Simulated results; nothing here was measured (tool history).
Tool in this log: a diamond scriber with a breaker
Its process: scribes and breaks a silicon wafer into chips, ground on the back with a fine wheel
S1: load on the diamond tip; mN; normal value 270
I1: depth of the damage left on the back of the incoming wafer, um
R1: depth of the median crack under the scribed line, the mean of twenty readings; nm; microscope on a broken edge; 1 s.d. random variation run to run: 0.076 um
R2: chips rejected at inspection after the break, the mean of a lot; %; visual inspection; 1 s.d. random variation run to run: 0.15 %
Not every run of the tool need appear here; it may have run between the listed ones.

Run 1, hour 0.0: usual settings but S1 308 mN; I1 1.80. Result: R1 8420 nm, R2 6.28 %.
Run 2, hour 49.8: usual settings but S1 308 mN; I1 1.54. Result: R1 8350 nm, R2 5.73 %.
Run 3, hour 78.0: usual settings but S1 308 mN; I1 1.96. Result: R1 8300 nm, R2 5.90 %.
Run 4, hour 138.5: usual settings; I1 2.05. Result: R1 7220 nm, R2 4.32 %.
Run 5, hour 198.9: usual settings; I1 2.00. Result: R1 7270 nm, R2 4.33 %.
Run 6, hour 229.6: usual settings; I1 2.38. Result: R1 7130 nm, R2 6.28 %.
Run 7, hour 270.4: usual settings; I1 2.47. Result: R1 7290 nm, R2 7.11 %.
Run 8, hour 329.4: usual settings but S1 224 mN; I1 2.57. Result: R1 5850 nm, R2 27.28 %.
Run 9, hour 375.4: usual settings but S1 213 mN; I1 2.93. Result: R1 5450 nm, R2 42.37 %.
Run 10, hour 432.7: usual settings; I1 2.59. Result: R1 6780 nm, R2 10.28 %.
At hour 441.5: load on the tip recalibrated.
At hour 452.4: diamond tip replaced by a new one, of another model than before.
Run 11, hour 476.8: usual settings but S1 325 mN; I1 2.95. Result: R1 8540 nm, R2 10.27 %.

The next listed run, before its measurement:
Run 12, hour 518.9: usual settings but S1 240 mN; I1 2.93. Result: R1 ?, R2 ?.

{"run 12": {"R1": 6950, "R2": 10.75}}
Without the tool's hidden state the same run would have given R1 6970 nm, R2 10.58 %.

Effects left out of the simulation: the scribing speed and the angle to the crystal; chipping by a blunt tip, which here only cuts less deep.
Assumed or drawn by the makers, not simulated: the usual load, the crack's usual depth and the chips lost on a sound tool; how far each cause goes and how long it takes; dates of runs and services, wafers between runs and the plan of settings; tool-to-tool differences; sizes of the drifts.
